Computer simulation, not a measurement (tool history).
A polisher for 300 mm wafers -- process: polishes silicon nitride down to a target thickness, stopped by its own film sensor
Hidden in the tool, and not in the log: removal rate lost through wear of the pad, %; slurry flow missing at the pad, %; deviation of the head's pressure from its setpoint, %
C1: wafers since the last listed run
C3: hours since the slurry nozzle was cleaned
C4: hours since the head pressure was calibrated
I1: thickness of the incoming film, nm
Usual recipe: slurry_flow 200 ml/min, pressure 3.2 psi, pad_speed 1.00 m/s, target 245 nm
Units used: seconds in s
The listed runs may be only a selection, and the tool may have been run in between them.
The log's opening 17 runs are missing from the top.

Run 18, hour 395.4: usual settings but pressure 4.3 psi, target 186 nm; C1 225; wafers polished on this pad 837; C3 209.5; C4 134.7; I1 442.8. Result: seconds 160.6 s.
Run 19, hour 419.7: usual settings but pressure 2.1 psi, pad_speed 0.80 m/s, target 282 nm; C1 229; wafers polished on this pad 1067; C3 233.8; C4 159.0; I1 446.2. Result: seconds 176.9 s.
Run 20, hour 445.7: usual settings but slurry_flow 250 ml/min, pressure 3.6 psi, pad_speed 1.14 m/s, target 308 nm; C1 245; wafers polished on this pad 1313; C3 259.8; C4 185.0; I1 441.5. Result: seconds 84.8 s.
Run 21, hour 464.1: usual settings; C1 174; wafers polished on this pad 1487; C3 278.2; C4 203.4; I1 440.6. Result: seconds 149.1 s.
Run 22, hour 496.8: usual settings; C1 309; wafers polished on this pad 1796; C3 310.9; C4 236.1; I1 439.9. Result: seconds 147.3 s.
At hour 519.5: worn pad replaced by a new one.
Run 23, hour 520.0: usual settings but slurry_flow 245 ml/min, pressure 3.8 psi, pad_speed 0.88 m/s, target 300 nm; C1 181; wafers polished on this pad 4; C3 334.1; C4 259.3; I1 442.6. Result: seconds 104.3 s.
Run 24, hour 550.6: usual settings but pad_speed 1.20 m/s, target 209 nm; C1 289; wafers polished on this pad 294; C3 364.7; C4 289.9; I1 435.6. Result: seconds 154.2 s.
Run 25, hour 575.4: usual settings but pressure 2.3 psi, target 306 nm; C1 234; wafers polished on this pad 528; C3 389.5; C4 314.7; I1 440.6. Result: seconds 123.9 s.
Run 26, hour 588.5: usual settings; C1 123; wafers polished on this pad 652; C3 402.6; C4 327.8; I1 444.9. Result: seconds 153.4 s.
Run 27, hour 613.9: usual settings but slurry_flow 230 ml/min, pressure 2.3 psi, pad_speed 1.24 m/s, target 300 nm; C1 240; wafers polished on this pad 892; C3 428.0; C4 353.2; I1 442.6. Result: seconds 114.5 s.
Run 28, hour 630.8: usual settings but slurry_flow 270 ml/min, pressure 2.5 psi; C1 159; wafers polished on this pad 1052; C3 444.9; C4 370.1; I1 437.7. Result: seconds 167.1 s.
Run 29, hour 657.6: usual settings but pressure 4.2 psi; C1 253; wafers polished on this pad 1306; C3 471.7; C4 396.9; I1 447.3. Result: seconds 130.3 s.
Run 30, hour 673.9: usual settings; C1 154; wafers polished on this pad 1460; C3 488.0; C4 413.2; I1 437.4. Result: seconds 148.4 s.
Run 31, hour 694.8: usual settings but slurry_flow 255 ml/min, pad_speed 0.68 m/s, target 267 nm; C1 197; wafers polished on this pad 1658; C3 508.9; C4 434.1; I1 445.3. Result: seconds 163.3 s.
Run 32, hour 708.9: usual settings but pad_speed 1.16 m/s; C1 133; wafers polished on this pad 1791; C3 523.0; C4 448.2; I1 442.3. Result: seconds 138.4 s.
Run 33, hour 722.2: usual settings but slurry_flow 160 ml/min, pad_speed 1.22 m/s; C1 125; wafers polished on this pad 1917; C3 536.3; C4 461.5; I1 442.0. Result: seconds 140.6 s.
At hour 736.7: worn pad replaced by a new one.
Run 34, hour 753.4: usual settings but pressure 4.0 psi, target 308 nm; C1 257; wafers polished on this pad 157; C3 567.5; C4 492.7; I1 441.1. Result: seconds 90.3 s.
Run 35, hour 770.3: usual settings but pressure 4.1 psi; C1 159; wafers polished on this pad 317; C3 584.4; C4 509.6; I1 442.6. Result: seconds 131.6 s.
Run 36, hour 802.1: usual settings but slurry_flow 230 ml/min, pressure 4.2 psi, target 179 nm; C1 300; wafers polished on this pad 618; C3 616.2; C4 541.4; I1 439.5. Result: seconds 166.8 s.
Run 37, hour 818.1: usual settings but pad_speed 1.20 m/s; C1 151; wafers polished on this pad 769; C3 632.2; C4 557.4; I1 442.8. Result: seconds 139.7 s.

Consider 4 possible next runs. They are alternatives, not a sequence: every one starts from the tool as it was left by run 37. What does each give?
Run A, hour 818.6: usual settings; C1 4; wafers polished on this pad 774; C3 632.7; C4 557.9; I1 441.6. Result: seconds ?.
Run B, hour 818.6: usual settings but target 299 nm; C1 4; wafers polished on this pad 774; C3 632.7; C4 557.9; I1 441.6. Result: seconds ?.
Run C, hour 818.6: usual settings but pressure 2.2 psi, pad_speed 1.16 m/s, target 221 nm; C1 4; wafers polished on this pad 774; C3 632.7; C4 557.9; I1 441.6. Result: seconds ?.
Run D, hour 818.6: usual settings but slurry_flow 260 ml/min, pressure 3.6 psi; C1 4; wafers polished on this pad 774; C3 632.7; C4 557.9; I1 441.6. Result: seconds ?.

run  seconds
  A    152.5
  B    110.6
  C    194.9
  D    136.0
Without the tool's unlogged condition, the same runs would have read:
run  seconds
  A    145.0
  B    105.1
  C    185.3
  D    130.7

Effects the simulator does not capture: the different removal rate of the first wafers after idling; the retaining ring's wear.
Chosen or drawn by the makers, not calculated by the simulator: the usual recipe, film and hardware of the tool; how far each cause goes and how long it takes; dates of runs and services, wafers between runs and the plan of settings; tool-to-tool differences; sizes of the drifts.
